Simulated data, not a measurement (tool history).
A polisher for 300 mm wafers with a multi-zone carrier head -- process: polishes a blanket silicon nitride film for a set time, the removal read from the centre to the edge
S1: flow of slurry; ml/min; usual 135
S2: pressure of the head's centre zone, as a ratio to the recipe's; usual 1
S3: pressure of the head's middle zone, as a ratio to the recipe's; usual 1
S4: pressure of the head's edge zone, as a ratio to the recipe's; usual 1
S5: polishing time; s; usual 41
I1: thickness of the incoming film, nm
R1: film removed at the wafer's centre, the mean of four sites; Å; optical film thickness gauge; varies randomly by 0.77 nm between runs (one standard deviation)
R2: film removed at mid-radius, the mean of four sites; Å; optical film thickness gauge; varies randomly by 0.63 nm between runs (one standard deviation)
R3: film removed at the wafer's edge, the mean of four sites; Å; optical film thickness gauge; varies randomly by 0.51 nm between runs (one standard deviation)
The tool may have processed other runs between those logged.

run,hour,S1,S2,S3,S4,S5,I1,R1,R2,R3
1,0,135,1,1.08,1,41,922.7,599,584,577
2,8.7,135,1,1.08,1,41,908.4,585,578,582
3,24.6,135,1,1,1,41,918.7,576,545,577
# hour 26.7: slurry nozzle cleaned
4,32.9,135,1,1,1,41,925.3,583,549,564
5,46.7,110,0.96,0.94,1,34,923,408,418,438
# hour 52.5: worn pad replaced by a new one
6,54.3,135,1,1,0.94,41,919.9,603,573,579
7,66.3,135,1,1,1,41,905.6,590,571,584
8,78,135,0.93,1,0.93,41,923,553,565,568
9,84.4,135,1,1,1,41,919.6,589,557,581
# hour 97: edge zone pressure recalibrated
10,102.2,135,1,1.08,1,41,913,594,591,585
11,114,135,1,1.05,1,41,926,578,571,572
12,128.4,105,1,1,1,41,923.7,519,506,527
# hour 140.8: worn pad replaced by a new one
13,142.1,135,0.94,1,1,41,939.1,576,572,589
14,148.2,95,1,0.9,0.91,41,921,536,487,527
# hour 154.4: carrier head's membrane replaced by a new one
15,156.2,135,1,1,1.08,41,918.7,591,574,615
16,168.3,135,1,1,1,41,918.6,599,575,579
17,182.3,135,0.94,1.07,1,33,911.5,451,465,465
18,195.8,135,0.88,0.93,1,41,923.6,506,541,570
19,211.5,180,1,1,1,41,920,610,567,580
20,227.1,110,0.96,0.94,1,34,927,415,403,424
# hour 234.4: worn pad replaced by a new one
21,240,135,1,0.91,0.92,41,928.3,614,556,557
22,246.6,155,1,1,1,41,928,647,595,610

Consider 4 possible next runs. They are alternatives, not a sequence: every one starts from the tool as it was left by run 22. What does each give?
A,247,135,1,1,0.96,41,924.6,?,?,?
B,247,165,1,1.12,1,28,924.6,?,?,?
C,247,150,0.89,1,1,35,924.6,?,?,?
D,247,135,1,0.89,1,41,924.6,?,?,?

run,R1,R2,R3
A,612,586,587
B,438,441,421
C,477,512,520
D,611,555,599
Had the tool no hidden state, the same runs would have come out as:
run,R1,R2,R3
A,603,589,589
B,432,443,423
C,470,514,522
D,603,557,602
